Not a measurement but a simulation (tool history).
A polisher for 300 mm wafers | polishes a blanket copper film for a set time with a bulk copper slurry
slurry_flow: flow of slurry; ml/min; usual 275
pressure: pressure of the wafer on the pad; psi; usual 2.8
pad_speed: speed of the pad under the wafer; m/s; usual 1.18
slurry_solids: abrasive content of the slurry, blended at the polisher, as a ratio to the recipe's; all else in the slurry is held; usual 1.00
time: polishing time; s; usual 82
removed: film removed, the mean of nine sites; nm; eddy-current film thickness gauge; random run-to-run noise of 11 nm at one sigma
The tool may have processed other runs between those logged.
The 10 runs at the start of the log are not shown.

| run | day | slurry_flow | pressure | pad_speed | slurry_solids | time | incoming thickness of the incoming film, nm | removed |
|---|---|---|---|---|---|---|---|---|
|  | 28.333 | worn pad replaced by a new one |
| 11 | 30.988 | 325 | 3.5 | 1.54 | 1.00 | 101 | 4104.9 | 1733.1 |
|  | 35.662 | slurry blender recalibrated |
| 12 | 37.479 | 275 | 2.8 | 1.18 | 1.00 | 82 | 4143.7 | 998.3 |
| 13 | 41.646 | 275 | 2.8 | 1.18 | 1.00 | 82 | 4192.4 | 973.2 |
| 14 | 43.529 | 205 | 2.8 | 1.02 | 0.85 | 57 | 4166.8 | 524.2 |
|  | 47.008 | slurry nozzle cleaned |
| 15 | 47.138 | 275 | 2.8 | 1.38 | 1.00 | 82 | 4099.5 | 1219.7 |
| 16 | 51.721 | 345 | 2.1 | 1.18 | 1.15 | 57 | 4105.4 | 705.3 |
|  | 55.117 | worn pad replaced by a new one |
| 17 | 55.146 | 275 | 2.3 | 0.92 | 0.80 | 107 | 4195.6 | 1029.6 |
| 18 | 59.283 | 275 | 3.3 | 1.18 | 1.00 | 82 | 4092.5 | 1104.3 |
| 19 | 64.433 | 250 | 2.3 | 1.18 | 1.00 | 106 | 4175.5 | 1205.9 |
|  | 66.454 | slurry blender recalibrated |
| 20 | 67.750 | 185 | 2.8 | 1.18 | 1.00 | 82 | 4103.9 | 861.9 |
| 21 | 70.412 | 275 | 2.8 | 1.18 | 1.00 | 82 | 4139.2 | 977.4 |

The next listed run, before its measurement:
| 22 | 74.504 | 275 | 2.8 | 1.18 | 1.00 | 82 | 4138.1 | ? |

{"run 22": {"removed": 945.9}}
Without the tool's hidden state the same run would have given removed 1073.2 nm.
